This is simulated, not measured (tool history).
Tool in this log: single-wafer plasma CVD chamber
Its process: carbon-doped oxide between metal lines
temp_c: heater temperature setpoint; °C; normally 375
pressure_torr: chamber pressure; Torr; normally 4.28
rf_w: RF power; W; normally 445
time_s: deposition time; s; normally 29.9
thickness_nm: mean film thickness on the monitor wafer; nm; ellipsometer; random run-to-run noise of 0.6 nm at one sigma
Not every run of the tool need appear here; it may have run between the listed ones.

run    hour  temp_c  pressure_torr  rf_w  time_s  wafers since the last listed run  hours since the last thermocouple change  hours since the last RF generator calibration  hours since the last manometer calibration  hours since the showerhead was replaced  hours since the gauge calibration  read-back reference wafer on the same gauge, thickness_nm  thickness_nm
  1     0.0     375           4.28   445    29.9                                 0                                    1583.1                                          560.1                                       474.3                                   2290.2                              658.0                                                    104.171       127.885
  2    90.5     375           4.28   445    29.9                              1729                                    1673.6                                          650.6                                       564.8                                   2380.7                              748.5                                                    103.954       128.857
  3   179.4     375           4.28   490    29.9                              1698                                    1762.5                                          739.5                                       653.7                                   2469.6                              837.4                                                    104.064       137.824
  4   260.4     375           4.28   445    29.9                              1547                                    1843.5                                          820.5                                       734.7                                   2550.6                              918.4                                                    104.046       127.895
  5   338.1     375           4.28   445    29.9                              1484                                    1921.2                                          898.2                                       812.4                                   2628.3                              996.1                                                    104.006       127.186
  6   406.3     375           4.28   445    29.9                              1303                                    1989.4                                          966.4                                       880.6                                   2696.5                             1064.3                                                    103.952       127.849
  7   487.7     375           4.28   480    29.9                              1555                                    2070.8                                         1047.8                                       962.0                                   2777.9                             1145.7                                                    103.819       135.007
  8   527.6     375           4.28   425    33.0                               762                                    2110.7                                         1087.7                                      1001.9                                   2817.8                             1185.6                                                    103.666       136.035
  9   589.7     364           4.28   445    29.9                              1186                                    2172.8                                         1149.8                                      1064.0                                   2879.9                             1247.7                                                    104.114       131.225
      617.0  -- thermocouple changed; heater temperature recalibrated
 10   633.5     364           4.28   445    29.9                               684                                      16.5                                         1193.6                                      1107.8                                   2923.7                             1291.5                                                    104.211       131.207
 11   728.4     364           4.28   445    29.9                              1813                                     111.4                                         1288.5                                      1202.7                                   3018.6                             1386.4                                                    104.027       131.035
 12   829.0     375           4.28   445    29.9                              1922                                     212.0                                         1389.1                                      1303.3                                   3119.2                             1487.0                                                    104.145       127.103
      910.9  -- gauge calibrated
 13   932.9     375           5.32   445    29.9                              1985                                     315.9                                         1493.0                                      1407.2                                   3223.1                               22.0                                                    104.022       128.036
     1019.5  -- RF generator calibrated
 14  1027.0     375           5.32   445    29.9                              1645                                     410.0                                            7.5                                      1501.3                                   3317.2                              116.1                                                    104.132       130.885
 15  1091.2     375           5.13   505    29.9                              1226                                     474.2                                           71.7                                      1565.5                                   3381.4                              180.3                                                    104.155       142.409
 16  1230.0     366           3.36   445    29.9                              2652                                     613.0                                          210.5                                      1704.3                                   3520.2                              319.1                                                    104.061       129.909
 17  1296.4     375           4.28   445    29.9                              1268                                     679.4                                          276.9                                      1770.7                                   3586.6                              385.5                                                    104.026       128.918
     1325.4  -- showerhead replaced, of another model than before
 18  1394.7     375           4.28   365    28.1                              1725                                     777.7                                          375.2                                      1869.0                                     69.3                              483.8                                                    104.079       110.863
     1415.8  -- capacitance manometer re-zeroed and calibrated
 19  1475.9     375           4.28   445    29.9                              1398                                     858.9                                          456.4                                        60.1                                    150.5                              565.0                                                    104.126       128.394
 20  1575.6     388           4.28   395    29.9                              1905                                     958.6                                          556.1                                       159.8                                    250.2                              664.7                                                    104.080       118.499
 21  1624.7     375           3.47   475    29.9                               938                                    1007.7                                          605.2                                       208.9                                    299.3                              713.8                                                    103.772       129.909
 22  1725.6     375           4.28   365    28.1                              1927                                    1108.6                                          706.1                                       309.8                                    400.2                              814.7                                                    103.953       110.725
 23  1770.8     375           4.96   410    29.9                               863                                    1153.8                                          751.3                                       355.0                                    445.4                              859.9                                                    103.751       124.520
 24  1865.8     375           5.18   445    24.3                              1815                                    1248.8                                          846.3                                       450.0                                    540.4                              954.9                                                    104.095       105.174
 25  1953.0     385           5.26   525    35.7                              1666                                    1336.0                                          933.5                                       537.2                                    627.6                             1042.1                                                    103.825       162.846

Give the tool's hidden conditions for every run:
wafer temperature above the value expected at the setpoint (K): 0 in every run
true pressure above the setpoint (%): 0 in every run
gauge reads high (%): 0 in every run
H1: delivered RF power above the setpoint (%)
run       H1
  1   -0.362
  2   -0.475
  3   -0.603
  4   -0.733
  5    -0.87
  6       -1
  7    -1.17
  8    -1.26
  9     -1.4
 10    -1.51
 11    -1.75
 12    -2.03
 13    -2.34
 14  -0.0842
 15  -0.0895
 16    -0.13
 17   -0.163
 18   -0.229
 19   -0.299
 20   -0.403
 21   -0.462
 22   -0.598
 23   -0.666
 24   -0.822
 25   -0.982
